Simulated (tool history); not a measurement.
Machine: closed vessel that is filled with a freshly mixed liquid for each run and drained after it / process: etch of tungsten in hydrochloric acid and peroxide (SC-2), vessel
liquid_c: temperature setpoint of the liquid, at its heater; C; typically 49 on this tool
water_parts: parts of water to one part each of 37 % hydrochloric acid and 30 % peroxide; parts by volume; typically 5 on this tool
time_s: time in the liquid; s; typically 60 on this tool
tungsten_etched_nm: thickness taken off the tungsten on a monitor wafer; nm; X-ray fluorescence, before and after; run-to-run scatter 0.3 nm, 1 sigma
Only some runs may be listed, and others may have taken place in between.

| run | hour | liquid_c | water_parts | time_s | read-back film thickness of the tungsten reference wafer, read on the same gauge (nm) | tungsten_etched_nm |
|---|---|---|---|---|---|---|
| 1 | 0 | 49 | 4 | 80 | 60.01 | 51.45 |
| 2 | 37.6 | 49 | 4 | 80 | 60.01 | 51.55 |
| 3 | 109.5 | 49 | 4 | 80 | 60.03 | 50.94 |
| 4 | 136.9 | 49 | 5 | 90 | 60.01 | 48.8 |
| 5 | 169.4 | 49 | 5 | 90 | 60 | 48.83 |
| 6 | 199.8 | 49 | 5 | 60 | 60 | 32.78 |
| 7 | 225.1 | 49 | 5 | 60 | 60.01 | 32.6 |
| 8 | 267 | 49 | 5 | 60 | 60 | 31.81 |
| 9 | 335.2 | 49 | 5 | 60 | 59.99 | 32.32 |
| 10 | 370.8 | 49 | 5 | 60 | 59.99 | 32.14 |
|  | 435.2 | chemicals flow meter replaced |
| 11 | 440 | 40.5 | 6.5 | 30 | 59.99 | 8.21 |
| 12 | 499.1 | 45 | 5 | 30 | 59.98 | 13.73 |
|  | 532.2 | new drum of peroxide connected |
| 13 | 552.1 | 49 | 4.5 | 60 | 59.99 | 38.76 |
| 14 | 614.9 | 56 | 5 | 70 | 60 | 65.78 |
|  | 649.5 | thermometer replaced |
| 15 | 662.9 | 49 | 5 | 60 | 60.02 | 35.55 |
|  | 732.9 | gauge calibrated |
| 16 | 875.7 | 49 | 5 | 60 | 60.01 | 34.91 |
| 17 | 901.4 | 49 | 6.5 | 90 | 59.98 | 42.96 |
| 18 | 950.2 | 49 | 5 | 60 | 60 | 34.33 |
| 19 | 1018.3 | 49 | 5 | 60 | 59.99 | 34.5 |
| 20 | 1052.3 | 49 | 7.5 | 95 | 60 | 39.73 |
| 21 | 1092.1 | 40.5 | 7 | 70 | 59.99 | 17.15 |
| 22 | 1121.5 | 42 | 5 | 60 | 60 | 21.4 |
| 23 | 1151.2 | 45 | 4 | 35 | 60 | 17.8 |
| 24 | 1201.6 | 39.5 | 5 | 75 | 60 | 21.94 |
| 25 | 1228.8 | 55 | 4 | 80 | 59.99 | 79.09 |
|  | 1281.8 | thermometer replaced |
| 26 | 1293.8 | 49 | 5 | 60 | 60.01 | 33.66 |
| 27 | 1338.6 | 49 | 5 | 80 | 60.01 | 44.83 |
| 28 | 1400.4 | 49 | 7 | 80 | 59.98 | 35.14 |
| 29 | 1454.3 | 54 | 5 | 80 | 60.01 | 62.43 |
| 30 | 1481.8 | 58.5 | 7 | 60 | 60.01 | 48.48 |
| 31 | 1545.1 | 49 | 5 | 60 | 59.97 | 33.24 |

Each run again, without the hidden state but with its own random variation kept:
Hidden state present: liquid hotter than its thermometer reads (K); chemicals flow below the setpoint (%); peroxide weaker than its label (%); gauge reads high (%).
| run | tungsten_etched_nm |
|---|---|
| 1 | 55.78 |
| 2 | 56.05 |
| 3 | 55.66 |
| 4 | 53.77 |
| 5 | 53.93 |
| 6 | 36.28 |
| 7 | 36.16 |
| 8 | 35.4 |
| 9 | 36.17 |
| 10 | 36.06 |
| 11 | 8.24 |
| 12 | 13.85 |
| 13 | 39.21 |
| 14 | 66.85 |
| 15 | 36.24 |
| 16 | 36.12 |
| 17 | 44.62 |
| 18 | 35.7 |
| 19 | 36.05 |
| 20 | 41.8 |
| 21 | 18.08 |
| 22 | 22.52 |
| 23 | 18.71 |
| 24 | 23.22 |
| 25 | 83.55 |
| 26 | 35.87 |
| 27 | 47.92 |
| 28 | 37.96 |
| 29 | 67.3 |
| 30 | 52.72 |
| 31 | 36.07 |

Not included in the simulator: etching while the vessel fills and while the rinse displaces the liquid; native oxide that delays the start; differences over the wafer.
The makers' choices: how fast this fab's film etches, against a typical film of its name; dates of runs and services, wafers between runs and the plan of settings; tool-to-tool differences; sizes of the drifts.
